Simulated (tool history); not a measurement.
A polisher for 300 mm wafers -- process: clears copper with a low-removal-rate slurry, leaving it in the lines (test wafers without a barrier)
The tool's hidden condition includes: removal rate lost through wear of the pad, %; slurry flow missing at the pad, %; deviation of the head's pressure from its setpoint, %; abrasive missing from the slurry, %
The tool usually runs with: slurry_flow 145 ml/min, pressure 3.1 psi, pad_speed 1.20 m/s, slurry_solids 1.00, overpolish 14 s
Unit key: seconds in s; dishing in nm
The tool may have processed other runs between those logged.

| run | hour | slurry_flow | pressure | pad_speed | slurry_solids | overpolish | wafers since the last listed run | wafers polished on this pad | hours since the slurry nozzle was cleaned | hours since the head pressure was calibrated | hours since the slurry blender was calibrated | incoming thickness of the incoming film, nm | seconds | dishing |
|---|---|---|---|---|---|---|---|---|---|---|---|---|---|---|
| 1 | 0.0 | 145 | 3.1 | 1.20 | 1.00 | 14 | 0 | 1261 | 60.2 | 102.3 | 105.5 | 506.4 | 160.5 | 28.0 |
|  | 5.2 | worn pad replaced by a new one |
| 2 | 9.4 | 145 | 3.1 | 1.20 | 1.00 | 14 | 49 | 38 | 69.6 | 111.7 | 114.9 | 505.6 | 139.1 | 32.7 |
| 3 | 20.1 | 145 | 3.1 | 1.20 | 1.00 | 14 | 98 | 137 | 80.3 | 122.4 | 125.6 | 497.4 | 143.9 | 32.6 |
| 4 | 33.0 | 145 | 3.1 | 1.20 | 1.00 | 14 | 119 | 256 | 93.2 | 135.3 | 138.5 | 511.3 | 145.5 | 30.4 |
| 5 | 49.1 | 145 | 3.1 | 1.06 | 1.00 | 14 | 148 | 404 | 109.3 | 151.4 | 154.6 | 509.8 | 169.9 | 27.6 |
| 6 | 62.0 | 145 | 3.1 | 1.06 | 1.00 | 14 | 119 | 523 | 122.2 | 164.3 | 167.5 | 506.8 | 175.1 | 27.1 |
| 7 | 76.4 | 145 | 3.1 | 1.20 | 1.00 | 14 | 132 | 656 | 136.6 | 178.7 | 181.9 | 511.4 | 157.6 | 29.7 |
| 8 | 83.3 | 145 | 3.1 | 1.20 | 1.00 | 14 | 63 | 720 | 143.5 | 185.6 | 188.8 | 505.8 | 155.8 | 29.5 |
| 9 | 100.7 | 145 | 3.1 | 1.08 | 1.00 | 6 | 160 | 881 | 160.9 | 203.0 | 206.2 | 503.4 | 171.5 | 12.4 |
| 10 | 111.6 | 95 | 2.5 | 1.20 | 1.00 | 14 | 100 | 981 | 171.8 | 213.9 | 217.1 | 505.2 | 214.0 | 21.8 |
| 11 | 125.5 | 145 | 3.1 | 1.20 | 0.80 | 14 | 128 | 1110 | 185.7 | 227.8 | 231.0 | 511.2 | 169.9 | 27.4 |
|  | 135.3 | slurry blender recalibrated |
| 12 | 136.0 | 145 | 3.1 | 1.20 | 1.00 | 14 | 78 | 1188 | 196.2 | 238.3 | 0.7 | 506.4 | 156.6 | 29.6 |
| 13 | 149.7 | 145 | 3.1 | 1.20 | 0.85 | 14 | 126 | 1314 | 209.9 | 252.0 | 14.4 | 496.6 | 160.2 | 28.5 |
| 14 | 156.4 | 145 | 3.1 | 1.06 | 1.00 | 14 | 61 | 1376 | 216.6 | 258.7 | 21.1 | 504.3 | 178.2 | 26.3 |
|  | 171.4 | worn pad replaced by a new one |
| 15 | 171.9 | 180 | 3.1 | 1.20 | 1.00 | 14 | 106 | 4 | 232.1 | 274.2 | 36.6 | 511.7 | 138.9 | 34.3 |
| 16 | 183.2 | 145 | 3.1 | 1.20 | 1.10 | 11 | 104 | 108 | 243.4 | 285.5 | 47.9 | 500.4 | 134.8 | 25.9 |
| 17 | 189.4 | 105 | 3.1 | 1.58 | 1.00 | 14 | 57 | 165 | 249.6 | 291.7 | 54.1 | 508.9 | 118.7 | 37.7 |
| 18 | 195.7 | 145 | 3.1 | 1.20 | 1.00 | 19 | 58 | 224 | 255.9 | 298.0 | 60.4 | 514.6 | 149.1 | 40.3 |
| 19 | 203.8 | 145 | 3.1 | 1.20 | 1.15 | 9 | 74 | 298 | 264.0 | 306.1 | 68.5 | 501.7 | 141.9 | 21.4 |

The next listed run, before its measurement:
| 20 | 213.5 | 145 | 3.1 | 1.20 | 1.10 | 7 | 89 | 388 | 273.7 | 315.8 | 78.2 | 500.7 | ? | ? |

{"run 20": {"seconds": 147.7, "dishing": 16.5}}
Were there no unlogged condition in the tool, this run, its random variation unchanged, would have produced seconds 136.2 s, dishing 17.8 nm.
